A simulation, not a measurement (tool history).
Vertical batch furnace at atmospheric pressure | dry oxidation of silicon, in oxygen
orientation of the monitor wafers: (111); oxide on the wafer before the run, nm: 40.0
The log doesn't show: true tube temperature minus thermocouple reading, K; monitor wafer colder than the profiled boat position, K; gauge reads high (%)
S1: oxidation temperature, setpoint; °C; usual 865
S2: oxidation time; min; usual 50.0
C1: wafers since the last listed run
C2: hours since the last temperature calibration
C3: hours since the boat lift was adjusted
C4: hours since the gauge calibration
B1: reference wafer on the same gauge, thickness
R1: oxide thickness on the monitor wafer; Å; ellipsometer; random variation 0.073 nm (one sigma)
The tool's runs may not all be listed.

run 1 hour=0.0 | S1=865 S2=50.0 | C1=0 C2=2702.3 C3=5178.3 C4=63.7 | B1=42.13 | R1=491.2
run 2 hour=16.1 | S1=865 S2=50.0 | C1=254 C2=2718.4 C3=5194.4 C4=79.8 | B1=42.13 | R1=490.8
run 3 hour=29.6 | S1=865 S2=50.0 | C1=213 C2=2731.9 C3=5207.9 C4=93.3 | B1=42.15 | R1=491.0
run 4 hour=49.1 | S1=865 S2=50.0 | C1=308 C2=2751.4 C3=5227.4 C4=112.8 | B1=42.18 | R1=492.1
run 5 hour=60.5 | S1=880 S2=50.0 | C1=180 C2=2762.8 C3=5238.8 C4=124.2 | B1=42.22 | R1=512.4
-- hour=93.0 thermocouples replaced and temperature profile calibrated
-- hour=100.6 boat lift adjusted
run 6 hour=101.1 | S1=880 S2=50.0 | C1=142 C2=8.1 C3=0.5 C4=164.8 | B1=42.30 | R1=513.6
run 7 hour=105.9 | S1=880 S2=50.0 | C1=75 C2=12.9 C3=5.3 C4=169.6 | B1=42.30 | R1=514.0
run 8 hour=110.7 | S1=865 S2=50.0 | C1=75 C2=17.7 C3=10.1 C4=174.4 | B1=42.29 | R1=492.5
run 9 hour=117.4 | S1=865 S2=50.0 | C1=106 C2=24.4 C3=16.8 C4=181.1 | B1=42.32 | R1=493.9
run 10 hour=134.5 | S1=865 S2=38.0 | C1=270 C2=41.5 C3=33.9 C4=198.2 | B1=42.35 | R1=473.4
run 11 hour=148.0 | S1=865 S2=38.0 | C1=213 C2=55.0 C3=47.4 C4=211.7 | B1=42.37 | R1=473.3
-- hour=152.7 gauge calibrated
run 12 hour=156.5 | S1=872 S2=50.0 | C1=134 C2=63.5 C3=55.9 C4=3.8 | B1=42.03 | R1=498.6
run 13 hour=174.2 | S1=886 S2=50.0 | C1=280 C2=81.2 C3=73.6 C4=21.5 | B1=42.04 | R1=519.9
run 14 hour=186.3 | S1=875 S2=60.0 | C1=191 C2=93.3 C3=85.7 C4=33.6 | B1=42.06 | R1=522.4
run 15 hour=204.1 | S1=880 S2=58.5 | C1=281 C2=111.1 C3=103.5 C4=51.4 | B1=42.09 | R1=526.8
run 16 hour=216.9 | S1=865 S2=50.0 | C1=202 C2=123.9 C3=116.3 C4=64.2 | B1=42.10 | R1=491.1
run 17 hour=226.1 | S1=877 S2=28.5 | C1=145 C2=133.1 C3=125.5 C4=73.4 | B1=42.14 | R1=466.6

Forecast run 18:
run 18 hour=244.5 | S1=865 S2=50.0 | C1=291 C2=151.5 C3=143.9 C4=91.8 | B1=? | R1=?

{"run 18": {"B1": 42.17, "R1": 491.9}}
Without the tool's hidden state the same run would have given R1 490.0 Å.

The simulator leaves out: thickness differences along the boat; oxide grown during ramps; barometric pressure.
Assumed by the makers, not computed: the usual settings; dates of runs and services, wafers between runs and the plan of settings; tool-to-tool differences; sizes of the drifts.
